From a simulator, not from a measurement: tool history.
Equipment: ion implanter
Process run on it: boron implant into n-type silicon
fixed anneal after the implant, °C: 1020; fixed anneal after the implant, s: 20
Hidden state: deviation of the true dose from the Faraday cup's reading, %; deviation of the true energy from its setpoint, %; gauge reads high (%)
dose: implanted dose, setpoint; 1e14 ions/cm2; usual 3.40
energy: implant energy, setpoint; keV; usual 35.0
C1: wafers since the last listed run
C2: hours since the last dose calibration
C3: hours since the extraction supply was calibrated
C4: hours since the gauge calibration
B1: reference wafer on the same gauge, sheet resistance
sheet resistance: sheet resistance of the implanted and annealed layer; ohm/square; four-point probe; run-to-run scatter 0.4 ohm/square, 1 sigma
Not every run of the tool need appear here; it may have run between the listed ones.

{"run": 1, "hour": 0.0, "dose": 3.4, "energy": 35.0, "C1": 0, "C2": 811.0, "C3": 3829.5, "C4": 439.6, "B1": 315.07, "sheet resistance": 261.31}
{"run": 2, "hour": 26.0, "dose": 3.4, "energy": 27.5, "C1": 772, "C2": 837.0, "C3": 3855.5, "C4": 465.6, "B1": 314.91, "sheet resistance": 269.25}
{"run": 3, "hour": 49.5, "dose": 3.4, "energy": 27.5, "C1": 697, "C2": 860.5, "C3": 3879.0, "C4": 489.1, "B1": 314.89, "sheet resistance": 267.96}
{"run": 4, "hour": 78.3, "dose": 3.4, "energy": 35.0, "C1": 855, "C2": 889.3, "C3": 3907.8, "C4": 517.9, "B1": 315.02, "sheet resistance": 261.36}
{"run": 5, "hour": 111.9, "dose": 3.63, "energy": 31.5, "C1": 997, "C2": 922.9, "C3": 3941.4, "C4": 551.5, "B1": 314.98, "sheet resistance": 251.24}
{"run": 6, "hour": 146.9, "dose": 3.63, "energy": 31.5, "C1": 1039, "C2": 957.9, "C3": 3976.4, "C4": 586.5, "B1": 315.08, "sheet resistance": 250.05}
{"run": 7, "hour": 181.2, "dose": 4.14, "energy": 41.0, "C1": 1018, "C2": 992.2, "C3": 4010.7, "C4": 620.8, "B1": 315.02, "sheet resistance": 218.67}
{"hour": 239.8, "done": "Faraday cup replaced and dose calibrated"}
{"run": 8, "hour": 242.4, "dose": 4.14, "energy": 41.0, "C1": 1579, "C2": 2.6, "C3": 4071.9, "C4": 682.0, "B1": 315.0, "sheet resistance": 222.29}
{"run": 9, "hour": 273.8, "dose": 3.4, "energy": 35.0, "C1": 932, "C2": 34.0, "C3": 4103.3, "C4": 713.4, "B1": 315.07, "sheet resistance": 265.29}
{"run": 10, "hour": 289.0, "dose": 3.4, "energy": 35.0, "C1": 451, "C2": 49.2, "C3": 4118.5, "C4": 728.6, "B1": 315.09, "sheet resistance": 265.84}
{"hour": 292.5, "done": "gauge calibrated"}
{"run": 11, "hour": 314.4, "dose": 3.4, "energy": 35.0, "C1": 754, "C2": 74.6, "C3": 4143.9, "C4": 21.9, "B1": 314.96, "sheet resistance": 265.44}
{"run": 12, "hour": 346.7, "dose": 3.4, "energy": 35.0, "C1": 959, "C2": 106.9, "C3": 4176.2, "C4": 54.2, "B1": 315.04, "sheet resistance": 265.48}
{"run": 13, "hour": 362.7, "dose": 3.4, "energy": 35.0, "C1": 475, "C2": 122.9, "C3": 4192.2, "C4": 70.2, "B1": 315.04, "sheet resistance": 264.91}
{"run": 14, "hour": 377.9, "dose": 2.48, "energy": 35.0, "C1": 451, "C2": 138.1, "C3": 4207.4, "C4": 85.4, "B1": 314.89, "sheet resistance": 340.19}
{"run": 15, "hour": 398.1, "dose": 2.41, "energy": 35.0, "C1": 599, "C2": 158.3, "C3": 4227.6, "C4": 105.6, "B1": 314.94, "sheet resistance": 348.3}
{"run": 16, "hour": 418.6, "dose": 3.4, "energy": 35.0, "C1": 608, "C2": 178.8, "C3": 4248.1, "C4": 126.1, "B1": 315.08, "sheet resistance": 264.71}
{"run": 17, "hour": 430.7, "dose": 3.4, "energy": 35.0, "C1": 359, "C2": 190.9, "C3": 4260.2, "C4": 138.2, "B1": 314.98, "sheet resistance": 264.2}
{"hour": 445.8, "done": "extraction supply calibrated"}
{"run": 18, "hour": 465.6, "dose": 3.13, "energy": 45.0, "C1": 798, "C2": 225.8, "C3": 19.8, "C4": 173.1, "B1": 314.97, "sheet resistance": 275.62}
{"run": 19, "hour": 493.0, "dose": 4.22, "energy": 45.5, "C1": 813, "C2": 253.2, "C3": 47.2, "C4": 200.5, "B1": 315.07, "sheet resistance": 215.38}
{"run": 20, "hour": 511.9, "dose": 3.4, "energy": 35.0, "C1": 561, "C2": 272.1, "C3": 66.1, "C4": 219.4, "B1": 314.91, "sheet resistance": 264.63}
{"run": 21, "hour": 529.6, "dose": 3.4, "energy": 35.0, "C1": 525, "C2": 289.8, "C3": 83.8, "C4": 237.1, "B1": 315.05, "sheet resistance": 264.17}
{"run": 22, "hour": 542.6, "dose": 4.21, "energy": 35.0, "C1": 386, "C2": 302.8, "C3": 96.8, "C4": 250.1, "B1": 314.94, "sheet resistance": 222.4}
{"run": 23, "hour": 555.9, "dose": 3.88, "energy": 35.0, "C1": 394, "C2": 316.1, "C3": 110.1, "C4": 263.4, "B1": 314.92, "sheet resistance": 237.39}
{"run": 24, "hour": 570.8, "dose": 3.4, "energy": 43.5, "C1": 442, "C2": 331.0, "C3": 125.0, "C4": 278.3, "B1": 315.0, "sheet resistance": 257.68}
{"run": 25, "hour": 594.4, "dose": 2.53, "energy": 35.0, "C1": 700, "C2": 354.6, "C3": 148.6, "C4": 301.9, "B1": 315.05, "sheet resistance": 333.9}
{"run": 26, "hour": 624.9, "dose": 2.9, "energy": 40.5, "C1": 905, "C2": 385.1, "C3": 179.1, "C4": 332.4, "B1": 315.01, "sheet resistance": 295.17}
{"run": 27, "hour": 640.0, "dose": 3.08, "energy": 31.5, "C1": 448, "C2": 400.2, "C3": 194.2, "C4": 347.5, "B1": 314.87, "sheet resistance": 288.1}

Consider 3 possible next runs. They are alternatives, not a sequence: every one starts from the tool as it was left by run 27. What does each give?
{"run": "A", "hour": 640.4, "dose": 2.56, "energy": 35.0, "C1": 11, "C2": 400.6, "C3": 194.6, "C4": 347.9, "B1": "?", "sheet resistance": "?"}
{"run": "B", "hour": 640.4, "dose": 2.46, "energy": 35.0, "C1": 11, "C2": 400.6, "C3": 194.6, "C4": 347.9, "B1": "?", "sheet resistance": "?"}
{"run": "C", "hour": 640.4, "dose": 3.4, "energy": 40.0, "C1": 11, "C2": 400.6, "C3": 194.6, "C4": 347.9, "B1": "?", "sheet resistance": "?"}

run=A B1=314.90 sheet_resistance=330.41
run=B B1=314.90 sheet_resistance=340.91
run=C B1=314.90 sheet_resistance=259.62
Without the tool's unlogged condition, the same runs would have read:
run=A sheet_resistance=332.88
run=B sheet_resistance=343.45
run=C sheet_resistance=261.62
